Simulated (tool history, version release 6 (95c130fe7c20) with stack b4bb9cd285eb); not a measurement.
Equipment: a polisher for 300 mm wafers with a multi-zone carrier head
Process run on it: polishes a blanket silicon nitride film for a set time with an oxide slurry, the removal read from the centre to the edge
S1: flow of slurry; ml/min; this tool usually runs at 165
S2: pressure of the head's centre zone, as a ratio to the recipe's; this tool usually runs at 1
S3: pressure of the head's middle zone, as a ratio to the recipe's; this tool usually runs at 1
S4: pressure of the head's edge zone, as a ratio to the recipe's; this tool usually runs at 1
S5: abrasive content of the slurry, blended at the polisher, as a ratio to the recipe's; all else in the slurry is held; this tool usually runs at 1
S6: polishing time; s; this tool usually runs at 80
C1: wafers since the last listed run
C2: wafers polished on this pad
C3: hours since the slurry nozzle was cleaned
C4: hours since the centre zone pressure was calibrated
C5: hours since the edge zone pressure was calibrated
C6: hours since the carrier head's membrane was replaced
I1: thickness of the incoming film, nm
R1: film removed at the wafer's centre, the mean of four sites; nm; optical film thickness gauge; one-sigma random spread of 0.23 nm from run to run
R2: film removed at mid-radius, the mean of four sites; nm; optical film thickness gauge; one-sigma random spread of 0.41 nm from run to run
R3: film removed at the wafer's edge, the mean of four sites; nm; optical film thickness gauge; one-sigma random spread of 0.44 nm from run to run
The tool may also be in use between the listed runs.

| run | hour | S1 | S2 | S3 | S4 | S5 | S6 | C1 | C2 | C3 | C4 | C5 | C6 | I1 | R1 | R2 | R3 |
|---|---|---|---|---|---|---|---|---|---|---|---|---|---|---|---|---|---|
| 1 | 0 | 165 | 1 | 1 | 1 | 1 | 80 | 0 | 950 | 441.7 | 198.7 | 568.7 | 152.9 | 439 | 28 | 27.9 | 28.3 |
|  | 34.9 | worn pad replaced by a new one |
| 2 | 62.9 | 165 | 1 | 1 | 1 | 1 | 80 | 329 | 156 | 504.6 | 261.6 | 631.6 | 215.8 | 431.1 | 27.7 | 27.8 | 28.4 |
|  | 73.2 | edge zone pressure recalibrated |
| 3 | 133.9 | 165 | 1 | 1 | 1 | 1 | 80 | 386 | 543 | 575.6 | 332.6 | 60.7 | 286.8 | 420 | 27.8 | 28 | 27.5 |
| 4 | 167.3 | 185 | 1 | 1 | 1 | 1 | 80 | 187 | 730 | 609 | 366 | 94.1 | 320.2 | 435.7 | 28.4 | 28.8 | 28 |
| 5 | 217.3 | 185 | 1 | 1 | 1 | 1 | 80 | 280 | 1010 | 659 | 416 | 144.1 | 370.2 | 426.8 | 28.3 | 28 | 28.5 |
| 6 | 266.5 | 185 | 1 | 1 | 1 | 1 | 80 | 275 | 1285 | 708.2 | 465.2 | 193.3 | 419.4 | 430.2 | 28.7 | 27.8 | 27.5 |
|  | 289.5 | worn pad replaced by a new one |
| 7 | 313.2 | 165 | 1 | 1 | 1 | 1 | 80 | 239 | 132 | 754.9 | 511.9 | 240 | 466.1 | 433.6 | 26.6 | 26.5 | 27.3 |
|  | 314.8 | slurry nozzle cleaned |
| 8 | 359.5 | 165 | 1 | 1 | 1 | 1 | 80 | 253 | 386 | 44.7 | 558.2 | 286.3 | 512.4 | 431.3 | 29.6 | 29.9 | 29.2 |
| 9 | 392.7 | 165 | 0.94 | 1 | 1 | 1.2 | 80 | 185 | 572 | 77.9 | 591.4 | 319.5 | 545.6 | 426.4 | 30.4 | 31.1 | 31.5 |
| 10 | 462.8 | 140 | 1 | 0.9 | 1 | 1 | 61 | 392 | 964 | 148 | 661.5 | 389.6 | 615.7 | 426.2 | 21.7 | 19.4 | 21.5 |
|  | 475.4 | centre zone pressure recalibrated |
| 11 | 528 | 165 | 1 | 1 | 1 | 1 | 80 | 353 | 1318 | 213.2 | 52.6 | 454.8 | 680.9 | 423.4 | 28.2 | 27.9 | 28.4 |
|  | 563 | worn pad replaced by a new one |
| 12 | 599.9 | 165 | 1 | 1 | 1 | 1 | 80 | 380 | 206 | 285.1 | 124.5 | 526.7 | 752.8 | 434.1 | 27.7 | 28.2 | 28.9 |
|  | 621.5 | edge zone pressure recalibrated |
| 13 | 664.1 | 165 | 1 | 0.93 | 0.9 | 1 | 97 | 348 | 555 | 349.3 | 188.7 | 42.6 | 817 | 423.1 | 33.7 | 32.7 | 32.7 |
| 14 | 688.2 | 145 | 1 | 1 | 1.03 | 1.15 | 90 | 134 | 690 | 373.4 | 212.8 | 66.7 | 841.1 | 424 | 31.5 | 32.3 | 32.9 |
|  | 712.2 | carrier head's membrane replaced by a new one |
| 15 | 756.5 | 145 | 1.1 | 1 | 1 | 0.85 | 63 | 354 | 1044 | 441.7 | 281.1 | 135 | 44.3 | 429.3 | 21.2 | 19.9 | 20.7 |
|  | 801.3 | worn pad replaced by a new one |
| 16 | 816.7 | 165 | 1 | 1 | 1 | 1 | 63 | 314 | 86 | 501.9 | 341.3 | 195.2 | 104.5 | 421.8 | 21.5 | 21.6 | 22.2 |
| 17 | 864.8 | 165 | 1 | 1 | 1 | 1 | 80 | 269 | 355 | 550 | 389.4 | 243.3 | 152.6 | 436.2 | 27.1 | 27.4 | 28.2 |
| 18 | 909.1 | 165 | 1 | 1 | 1.04 | 1 | 80 | 248 | 604 | 594.3 | 433.7 | 287.6 | 196.9 | 432.5 | 27.2 | 27 | 27.6 |
| 19 | 949.8 | 165 | 1.05 | 0.96 | 1 | 1 | 80 | 227 | 831 | 635 | 474.4 | 328.3 | 237.6 | 432.8 | 28.1 | 25.6 | 27.1 |
| 20 | 980.3 | 165 | 0.93 | 1 | 0.93 | 1 | 80 | 170 | 1002 | 665.5 | 504.9 | 358.8 | 268.1 | 430.6 | 25.4 | 26.7 | 26.7 |
| 21 | 1035.4 | 140 | 1 | 1 | 1 | 1.25 | 80 | 308 | 1311 | 720.6 | 560 | 413.9 | 323.2 | 430.3 | 27.1 | 27.1 | 28.7 |
|  | 1044.3 | worn pad replaced by a new one |
| 22 | 1074.2 | 165 | 1 | 1.06 | 1.1 | 1 | 80 | 194 | 167 | 759.4 | 598.8 | 452.7 | 362 | 427.3 | 26.5 | 27.9 | 28.4 |

Entry by entry between the runs, the difference in hidden state between the last listed run before and the first listed run after:
Run 1 -> run 2: worn pad replaced by a new one (hour 34.9)
  slurry flow missing at the pad, %: 18 -> 20.5; deviation of the centre zone's pressure from its setpoint, %: 2.2 -> 2.78
  difference, measured minus the result without the unlogged condition, R1: -0.8 -> -1 nm; R2: -1.3 -> -1.5 nm; R3: -0.9 -> -1 nm
Run 2 -> run 3: edge zone pressure recalibrated (hour 73.2)
  slurry flow missing at the pad, %: 20.5 -> 23.4; deviation of the centre zone's pressure from its setpoint, %: 2.78 -> 3.44
  difference, measured minus the result without the unlogged condition, R1: -1 -> -1.1 nm; R2: -1.5 -> -1.8 nm; R3: -1 -> -1.2 nm
Run 6 -> run 7: worn pad replaced by a new one (hour 289.5)
  slurry flow missing at the pad, %: 28.7 -> 30.6; deviation of the centre zone's pressure from its setpoint, %: 4.67 -> 5.1
  difference, measured minus the result without the unlogged condition, R1: -1.2 -> -1.7 nm; R2: -2.1 -> -2.4 nm; R3: -1.5 -> -1.7 nm
Run 7 -> run 8: slurry nozzle cleaned (hour 314.8)
  slurry flow missing at the pad, %: 30.6 -> 6.04; deviation of the centre zone's pressure from its setpoint, %: 5.1 -> 5.53
  difference, measured minus the result without the unlogged condition, R1: -1.7 -> +0.9 nm; R2: -2.4 -> -0.4 nm; R3: -1.7 -> -0.3 nm
Run 10 -> run 11: centre zone pressure recalibrated (hour 475.4)
  slurry flow missing at the pad, %: 10.2 -> 12.8; deviation of the centre zone's pressure from its setpoint, %: 6.49 -> -0.43
  difference, measured minus the result without the unlogged condition, R1: +0.4 -> -1 nm; R2: -0.5 -> -0.8 nm; R3: -0.4 -> -0.6 nm
Run 11 -> run 12: worn pad replaced by a new one (hour 563)
  slurry flow missing at the pad, %: 12.8 -> 15.7; deviation of the centre zone's pressure from its setpoint, %: -0.43 -> 0.236
  difference, measured minus the result without the unlogged condition, R1: -1 -> -1.1 nm; R2: -0.8 -> -1.1 nm; R3: -0.6 -> -0.7 nm
Run 12 -> run 13: edge zone pressure recalibrated (hour 621.5)
  slurry flow missing at the pad, %: 15.7 -> 18.2; deviation of the centre zone's pressure from its setpoint, %: 0.236 -> 0.83
  difference, measured minus the result without the unlogged condition, R1: -1.1 -> -1.5 nm; R2: -1.1 -> -1.5 nm; R3: -0.7 -> -1.1 nm
Run 14 -> run 15: carrier head's membrane replaced by a new one (hour 712.2)
  slurry flow missing at the pad, %: 19.2 -> 21.9; deviation of the centre zone's pressure from its setpoint, %: 1.05 -> 1.69
  difference, measured minus the result without the unlogged condition, R1: -1.7 -> -1.3 nm; R2: -1.8 -> -1.3 nm; R3: -1.3 -> -0.9 nm
Run 15 -> run 16: worn pad replaced by a new one (hour 801.3)
  slurry flow missing at the pad, %: 21.9 -> 24.3; deviation of the centre zone's pressure from its setpoint, %: 1.69 -> 2.24
  difference, measured minus the result without the unlogged condition, R1: -1.3 -> -1.2 nm; R2: -1.3 -> -1.4 nm; R3: -0.9 -> -1 nm
Run 21 -> run 22: worn pad replaced by a new one (hour 1044.3)
  slurry flow missing at the pad, %: 33.1 -> 34.6; deviation of the centre zone's pressure from its setpoint, %: 4.27 -> 4.63
  difference, measured minus the result without the unlogged condition, R1: -2.9 -> -2.3 nm; R2: -3.4 -> -3.2 nm; R3: -2.4 -> -2.2 nm

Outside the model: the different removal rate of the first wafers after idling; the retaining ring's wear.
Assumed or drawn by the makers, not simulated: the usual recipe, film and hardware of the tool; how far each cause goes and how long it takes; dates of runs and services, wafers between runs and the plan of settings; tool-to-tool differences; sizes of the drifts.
